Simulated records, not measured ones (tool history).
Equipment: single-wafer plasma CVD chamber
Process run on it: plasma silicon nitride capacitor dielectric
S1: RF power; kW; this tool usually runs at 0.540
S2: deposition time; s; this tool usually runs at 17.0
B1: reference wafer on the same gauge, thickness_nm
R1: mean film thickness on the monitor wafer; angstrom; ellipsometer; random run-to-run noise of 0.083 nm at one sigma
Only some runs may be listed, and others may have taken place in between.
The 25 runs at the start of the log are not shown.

run   hour     S1    S2      B1      R1
 26  670.3  0.600  18.4  31.669  304.10
 27  697.4  0.615  13.9  31.760  232.86
 28  713.1  0.600  14.0  31.765  231.50
 29  744.7  0.610  20.1  31.829  336.36
 30  765.4  0.500  20.2  31.896  312.06
 31  790.6  0.615  13.9  31.879  232.97
 32  820.7  0.625  18.0  31.933  304.28
 33  853.0  0.540  19.3  31.997  307.08
 34  882.1  0.640  19.4  32.013  332.45

Forecast each of these 4 alternatives for the next run:
  A  882.5  0.540  18.3   ?   ?
  B  882.5  0.540  14.1   ?   ?
  C  882.5  0.470  17.9   ?   ?
  D  882.5  0.540  16.1   ?   ?

run      B1      R1
  A  32.016  292.09
  B  32.016  225.06
  C  32.016  269.54
  D  32.016  256.98
With no hidden state in the tool, these same runs would have given:
run      R1
  A  284.70
  B  219.36
  C  262.72
  D  250.47
